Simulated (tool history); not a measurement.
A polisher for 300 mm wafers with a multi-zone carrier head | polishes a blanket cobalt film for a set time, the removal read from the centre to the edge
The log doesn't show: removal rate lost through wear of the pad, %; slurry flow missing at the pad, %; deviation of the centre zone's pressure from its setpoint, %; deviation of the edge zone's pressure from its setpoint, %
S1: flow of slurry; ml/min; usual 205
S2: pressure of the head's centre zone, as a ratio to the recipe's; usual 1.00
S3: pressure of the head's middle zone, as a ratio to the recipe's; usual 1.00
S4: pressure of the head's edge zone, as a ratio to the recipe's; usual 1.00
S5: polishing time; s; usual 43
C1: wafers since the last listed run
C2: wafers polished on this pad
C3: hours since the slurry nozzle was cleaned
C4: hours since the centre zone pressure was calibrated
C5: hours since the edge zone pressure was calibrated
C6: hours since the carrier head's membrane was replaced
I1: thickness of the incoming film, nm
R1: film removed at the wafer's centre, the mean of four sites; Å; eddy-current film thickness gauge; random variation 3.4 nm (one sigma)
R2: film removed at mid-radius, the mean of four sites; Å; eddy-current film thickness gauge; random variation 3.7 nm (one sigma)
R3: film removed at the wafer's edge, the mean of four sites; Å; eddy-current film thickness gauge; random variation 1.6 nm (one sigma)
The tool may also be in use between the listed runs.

{"run": 1, "hour": 0.0, "S1": 205, "S2": 1.0, "S3": 1.0, "S4": 1.0, "S5": 43, "C1": 0, "C2": 655, "C3": 385.1, "C4": 93.1, "C5": 684.6, "C6": 1262.4, "I1": 1506.9, "R1": 2432, "R2": 2429, "R3": 2506}
{"run": 2, "hour": 31.0, "S1": 205, "S2": 1.0, "S3": 1.0, "S4": 1.0, "S5": 43, "C1": 218, "C2": 873, "C3": 416.1, "C4": 124.1, "C5": 715.6, "C6": 1293.4, "I1": 1508.2, "R1": 2489, "R2": 2453, "R3": 2499}
{"run": 3, "hour": 76.1, "S1": 205, "S2": 1.0, "S3": 1.0, "S4": 1.0, "S5": 43, "C1": 317, "C2": 1191, "C3": 461.2, "C4": 169.2, "C5": 760.7, "C6": 1338.5, "I1": 1528.0, "R1": 2510, "R2": 2498, "R3": 2463}
{"run": 4, "hour": 125.4, "S1": 205, "S2": 1.0, "S3": 1.0, "S4": 1.0, "S5": 43, "C1": 346, "C2": 1538, "C3": 510.5, "C4": 218.5, "C5": 810.0, "C6": 1387.8, "I1": 1522.6, "R1": 2521, "R2": 2434, "R3": 2495}
{"hour": 143.9, "done": "worn pad replaced by a new one"}
{"run": 5, "hour": 194.4, "S1": 205, "S2": 1.0, "S3": 1.0, "S4": 1.0, "S5": 43, "C1": 457, "C2": 355, "C3": 579.5, "C4": 287.5, "C5": 879.0, "C6": 1456.8, "I1": 1488.9, "R1": 2435, "R2": 2467, "R3": 2489}
{"run": 6, "hour": 249.3, "S1": 205, "S2": 1.07, "S3": 1.0, "S4": 1.0, "S5": 43, "C1": 386, "C2": 741, "C3": 634.4, "C4": 342.4, "C5": 933.9, "C6": 1511.7, "I1": 1488.7, "R1": 2615, "R2": 2440, "R3": 2464}
{"hour": 275.2, "done": "edge zone pressure recalibrated"}
{"run": 7, "hour": 292.5, "S1": 205, "S2": 1.0, "S3": 1.0, "S4": 1.0, "S5": 43, "C1": 289, "C2": 1031, "C3": 677.6, "C4": 385.6, "C5": 17.3, "C6": 1554.9, "I1": 1518.5, "R1": 2498, "R2": 2485, "R3": 2461}
{"run": 8, "hour": 354.4, "S1": 205, "S2": 1.0, "S3": 1.0, "S4": 1.0, "S5": 43, "C1": 435, "C2": 1467, "C3": 739.5, "C4": 447.5, "C5": 79.2, "C6": 1616.8, "I1": 1509.9, "R1": 2449, "R2": 2465, "R3": 2456}
{"hour": 388.0, "done": "worn pad replaced by a new one"}
{"hour": 389.5, "done": "carrier head's membrane replaced by a new one"}
{"run": 9, "hour": 409.9, "S1": 205, "S2": 1.0, "S3": 1.0, "S4": 1.0, "S5": 43, "C1": 351, "C2": 143, "C3": 795.0, "C4": 503.0, "C5": 134.7, "C6": 20.4, "I1": 1532.3, "R1": 2465, "R2": 2471, "R3": 2455}
{"run": 10, "hour": 451.7, "S1": 205, "S2": 1.0, "S3": 1.0, "S4": 1.0, "S5": 43, "C1": 294, "C2": 437, "C3": 836.8, "C4": 544.8, "C5": 176.5, "C6": 62.2, "I1": 1504.9, "R1": 2453, "R2": 2392, "R3": 2446}
{"run": 11, "hour": 475.9, "S1": 205, "S2": 0.9, "S3": 0.94, "S4": 0.92, "S5": 43, "C1": 170, "C2": 607, "C3": 861.0, "C4": 569.0, "C5": 200.7, "C6": 86.4, "I1": 1508.9, "R1": 2256, "R2": 2340, "R3": 2406}
{"hour": 487.3, "done": "slurry nozzle cleaned"}
{"run": 12, "hour": 501.7, "S1": 205, "S2": 1.0, "S3": 1.0, "S4": 0.95, "S5": 43, "C1": 174, "C2": 782, "C3": 14.4, "C4": 594.8, "C5": 226.5, "C6": 112.2, "I1": 1542.8, "R1": 2307, "R2": 2294, "R3": 2334}
{"run": 13, "hour": 570.5, "S1": 205, "S2": 1.0, "S3": 1.1, "S4": 1.11, "S5": 43, "C1": 484, "C2": 1266, "C3": 83.2, "C4": 663.6, "C5": 295.3, "C6": 181.0, "I1": 1525.9, "R1": 2257, "R2": 2450, "R3": 2407}
{"run": 14, "hour": 611.4, "S1": 205, "S2": 1.0, "S3": 1.0, "S4": 1.0, "S5": 43, "C1": 287, "C2": 1554, "C3": 124.1, "C4": 704.5, "C5": 336.2, "C6": 221.9, "I1": 1509.7, "R1": 2279, "R2": 2214, "R3": 2320}
{"hour": 665.7, "done": "centre zone pressure recalibrated"}
{"hour": 666.2, "done": "worn pad replaced by a new one"}
{"run": 15, "hour": 680.7, "S1": 205, "S2": 1.0, "S3": 1.0, "S4": 1.0, "S5": 43, "C1": 469, "C2": 102, "C3": 193.4, "C4": 15.0, "C5": 405.5, "C6": 291.2, "I1": 1499.3, "R1": 2186, "R2": 2192, "R3": 2282}

Forecast run 16:
{"hour": 692.8, "done": "slurry nozzle cleaned, repeated, since the last time left the tool worse"}
{"run": 16, "hour": 724.7, "S1": 205, "S2": 1.0, "S3": 0.92, "S4": 1.0, "S5": 36, "C1": 302, "C2": 404, "C3": 31.9, "C4": 59.0, "C5": 449.5, "C6": 335.2, "I1": 1503.0, "R1": "?", "R2": "?", "R3": "?"}

R1: 2154 Å
R2: 1992 Å
R3: 2123 Å
Without the tool's hidden state the same run would have given R1 2167 Å, R2 2003 Å, R3 2132 Å.
